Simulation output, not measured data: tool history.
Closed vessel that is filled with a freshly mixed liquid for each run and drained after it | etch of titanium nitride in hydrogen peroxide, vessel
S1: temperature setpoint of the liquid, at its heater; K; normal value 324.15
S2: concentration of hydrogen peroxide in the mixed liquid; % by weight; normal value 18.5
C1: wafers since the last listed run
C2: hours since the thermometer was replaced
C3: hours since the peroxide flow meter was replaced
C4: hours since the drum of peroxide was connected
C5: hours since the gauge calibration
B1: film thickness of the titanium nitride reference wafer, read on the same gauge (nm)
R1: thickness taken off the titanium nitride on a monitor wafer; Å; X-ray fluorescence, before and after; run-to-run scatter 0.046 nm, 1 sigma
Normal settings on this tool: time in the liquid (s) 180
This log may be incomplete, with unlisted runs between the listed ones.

run 1 hour=0 | S1=320.65 S2=18.5 time_in_the_liquid_(s)=180 | C1=0 C2=2224.4 C3=1396.2 C4=993.4 C5=2062.2 | B1=120.033 | R1=38.71
run 2 hour=30.6 | S1=324.15 S2=18.5 time_in_the_liquid_(s)=180 | C1=3355 C2=2255 C3=1426.8 C4=1024 C5=2092.8 | B1=119.992 | R1=49.13
-- hour=77.7 thermometer replaced
run 3 hour=87.5 | S1=324.15 S2=18.5 time_in_the_liquid_(s)=180 | C1=6130 C2=9.8 C3=1483.7 C4=1080.9 C5=2149.7 | B1=120.04 | R1=49.24
run 4 hour=116.9 | S1=324.15 S2=18.5 time_in_the_liquid_(s)=180 | C1=3224 C2=39.2 C3=1513.1 C4=1110.3 C5=2179.1 | B1=120.021 | R1=49.43
-- hour=125.5 new drum of peroxide connected
run 5 hour=146.6 | S1=324.15 S2=18.5 time_in_the_liquid_(s)=180 | C1=3147 C2=68.9 C3=1542.8 C4=21.1 C5=2208.8 | B1=119.97 | R1=49.09
run 6 hour=192.7 | S1=324.15 S2=18.5 time_in_the_liquid_(s)=180 | C1=5055 C2=115 C3=1588.9 C4=67.2 C5=2254.9 | B1=119.978 | R1=49.49
run 7 hour=217.3 | S1=324.15 S2=18.5 time_in_the_liquid_(s)=180 | C1=2697 C2=139.6 C3=1613.5 C4=91.8 C5=2279.5 | B1=119.992 | R1=49.09
run 8 hour=273.8 | S1=324.15 S2=18.5 time_in_the_liquid_(s)=180 | C1=6196 C2=196.1 C3=1670 C4=148.3 C5=2336 | B1=119.983 | R1=50
run 9 hour=320.7 | S1=324.15 S2=21.5 time_in_the_liquid_(s)=120 | C1=5143 C2=243 C3=1716.9 C4=195.2 C5=2382.9 | B1=120.011 | R1=34.03
-- hour=368.2 peroxide flow meter replaced
run 10 hour=420.8 | S1=330.15 S2=18.5 time_in_the_liquid_(s)=250 | C1=10868 C2=343.1 C3=52.6 C4=295.3 C5=2483 | B1=120.016 | R1=104.45
run 11 hour=470.4 | S1=320.15 S2=23 time_in_the_liquid_(s)=280 | C1=5439 C2=392.7 C3=102.2 C4=344.9 C5=2532.6 | B1=120.029 | R1=60.63
run 12 hour=517.8 | S1=324.15 S2=18.5 time_in_the_liquid_(s)=180 | C1=5198 C2=440.1 C3=149.6 C4=392.3 C5=2580 | B1=119.981 | R1=49.75
-- hour=558.3 gauge calibrated
run 13 hour=562 | S1=315.15 S2=20.5 time_in_the_liquid_(s)=225 | C1=4847 C2=484.3 C3=193.8 C4=436.5 C5=3.7 | B1=119.97 | R1=32.48
run 14 hour=595.9 | S1=319.65 S2=16.5 time_in_the_liquid_(s)=255 | C1=3717 C2=518.2 C3=227.7 C4=470.4 C5=37.6 | B1=119.987 | R1=48.28
run 15 hour=656.5 | S1=324.15 S2=20.5 time_in_the_liquid_(s)=90 | C1=6646 C2=578.8 C3=288.3 C4=531 C5=98.2 | B1=120.028 | R1=25.07
run 16 hour=714 | S1=321.15 S2=18.5 time_in_the_liquid_(s)=180 | C1=6306 C2=636.3 C3=345.8 C4=588.5 C5=155.7 | B1=120.004 | R1=39.24
run 17 hour=799 | S1=324.15 S2=18.5 time_in_the_liquid_(s)=180 | C1=9322 C2=721.3 C3=430.8 C4=673.5 C5=240.7 | B1=119.994 | R1=49.81
run 18 hour=853.2 | S1=324.15 S2=18.5 time_in_the_liquid_(s)=180 | C1=5944 C2=775.5 C3=485 C4=727.7 C5=294.9 | B1=119.994 | R1=49.97
run 19 hour=899 | S1=330.65 S2=18.5 time_in_the_liquid_(s)=150 | C1=5022 C2=821.3 C3=530.8 C4=773.5 C5=340.7 | B1=119.997 | R1=65.61
run 20 hour=929.8 | S1=324.15 S2=16 time_in_the_liquid_(s)=90 | C1=3377 C2=852.1 C3=561.6 C4=804.3 C5=371.5 | B1=120.011 | R1=24
run 21 hour=960.4 | S1=324.15 S2=18.5 time_in_the_liquid_(s)=180 | C1=3355 C2=882.7 C3=592.2 C4=834.9 C5=402.1 | B1=120.016 | R1=49.99
run 22 hour=1003.6 | S1=315.65 S2=17 time_in_the_liquid_(s)=270 | C1=4737 C2=925.9 C3=635.4 C4=878.1 C5=445.3 | B1=119.977 | R1=39.37
run 23 hour=1052.9 | S1=324.15 S2=18.5 time_in_the_liquid_(s)=180 | C1=5406 C2=975.2 C3=684.7 C4=927.4 C5=494.6 | B1=120.012 | R1=50.07
run 24 hour=1096.8 | S1=328.65 S2=23.5 time_in_the_liquid_(s)=280 | C1=4814 C2=1019.1 C3=728.6 C4=971.3 C5=538.5 | B1=119.996 | R1=112.28
run 25 hour=1140.2 | S1=324.15 S2=18.5 time_in_the_liquid_(s)=180 | C1=4759 C2=1062.5 C3=772 C4=1014.7 C5=581.9 | B1=120.03 | R1=49.19
run 26 hour=1174.9 | S1=321.15 S2=21 time_in_the_liquid_(s)=145 | C1=3805 C2=1097.2 C3=806.7 C4=1049.4 C5=616.6 | B1=120.005 | R1=32.82
run 27 hour=1212.2 | S1=324.15 S2=18.5 time_in_the_liquid_(s)=180 | C1=4090 C2=1134.5 C3=844 C4=1086.7 C5=653.9 | B1=120.024 | R1=49.91
run 28 hour=1241.1 | S1=318.15 S2=15 time_in_the_liquid_(s)=100 | C1=3169 C2=1163.4 C3=872.9 C4=1115.6 C5=682.8 | B1=120.001 | R1=16.73
-- hour=1255.9 new drum of peroxide connected
run 29 hour=1394.7 | S1=324.15 S2=18.5 time_in_the_liquid_(s)=180 | C1=16735 C2=1317 C3=1026.5 C4=138.8 C5=836.4 | B1=119.973 | R1=49.69

For each entry between runs, how does the tool's hidden state at the last listed run before it compare with that at the first listed run after it?
Runs 2 to 3: thermometer replaced (hour 77.7)
  nothing in the hidden state changes from one run to the other
Runs 4 to 5: new drum of peroxide connected (hour 125.5)
  nothing in the hidden state changes from one run to the other
Runs 9 to 10: peroxide flow meter replaced (hour 368.2)
  nothing in the hidden state changes from one run to the other
Runs 12 to 13: gauge calibrated (hour 558.3)
  nothing in the hidden state changes from one run to the other
Runs 28 to 29: new drum of peroxide connected (hour 1255.9)
  nothing in the hidden state changes from one run to the other
